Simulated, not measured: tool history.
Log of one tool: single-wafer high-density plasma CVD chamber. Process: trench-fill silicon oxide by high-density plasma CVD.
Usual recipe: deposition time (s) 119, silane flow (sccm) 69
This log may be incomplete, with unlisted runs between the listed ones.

run	hour	deposition time (s)	silane flow (sccm)	wafers since the last listed run	hours since the silane flow controller was replaced	hours since the gauge calibration	read-back reference wafer on the same gauge, thickness_nm	mean film thickness on the monitor wafer (nm)
1	0.0	119	69	0	1886.9	150.0	781.256	854.300
2	88.7	119	69	1084	1975.6	238.7	781.170	856.875
3	143.4	119	69	668	2030.3	293.4	780.625	858.177
4	233.6	114	69	1102	2120.5	383.6	781.350	822.354
5	331.9	114	69	1201	2218.8	481.9	780.786	820.243
6	405.1	114	69	894	2292.0	555.1	781.016	821.722
7	470.9	128	69	804	2357.8	620.9	781.474	923.267
8	515.0	119	69	539	2401.9	665.0	781.547	857.336
9	608.6	119	69	1144	2495.5	758.6	781.772	855.615
10	684.6	119	69	929	2571.5	834.6	780.490	857.866
11	777.4	136	75	1134	2664.3	927.4	781.393	1066.906
12	844.8	136	75	823	2731.7	994.8	779.886	1066.945
13	947.4	119	69	1254	2834.3	1097.4	780.810	857.417
14	986.0	119	69	471	2872.9	1136.0	780.800	857.262
15	1084.0	119	69	1197	2970.9	1234.0	780.996	855.541
16	1180.2	119	69	1175	3067.1	1330.2	781.058	857.502
17	1263.3	97	81	1015	3150.2	1413.3	781.370	819.421
18	1339.8	119	69	935	3226.7	1489.8	780.614	858.056
19	1424.1	141	58	1030	3311.0	1574.1	781.758	853.455
# hour 1456.6: silane flow controller replaced
# hour 1489.6: gauge calibrated
20	1519.1	119	79	1063	62.5	29.5	780.286	978.183
21	1596.0	127	74	940	139.4	106.4	781.454	982.163
22	1644.5	114	69	592	187.9	154.9	781.096	818.234
23	1718.4	99	80	903	261.8	228.8	780.989	829.558
24	1821.3	119	69	1257	364.7	331.7	780.775	855.485
25	1885.2	119	58	781	428.6	395.6	780.719	719.822
26	1945.0	140	74	730	488.4	455.4	781.243	1087.536
27	1994.1	119	74	600	537.5	504.5	780.731	919.513
28	2030.6	119	69	446	574.0	541.0	780.591	858.776
29	2081.6	132	63	623	625.0	592.0	781.124	869.730
30	2174.0	119	69	1129	717.4	684.4	781.172	858.718
31	2222.2	119	61	589	765.6	732.6	781.555	758.103

Predict each of these 3 candidate next runs independently; none follows another, all start after run 31:
A	2222.6	99	69	4	766.0	733.0	?	?
B	2222.6	132	74	4	766.0	733.0	?	?
C	2222.6	108	56	4	766.0	733.0	?	?

run	read-back reference wafer on the same gauge, thickness_nm	mean film thickness on the monitor wafer (nm)
A	781.374	711.678
B	781.374	1017.665
C	781.374	630.102
The same runs, with their run-to-run variation unchanged, on a tool lacking any hidden condition would have given:
run	mean film thickness on the monitor wafer (nm)
A	711.678
B	1017.665
C	630.102

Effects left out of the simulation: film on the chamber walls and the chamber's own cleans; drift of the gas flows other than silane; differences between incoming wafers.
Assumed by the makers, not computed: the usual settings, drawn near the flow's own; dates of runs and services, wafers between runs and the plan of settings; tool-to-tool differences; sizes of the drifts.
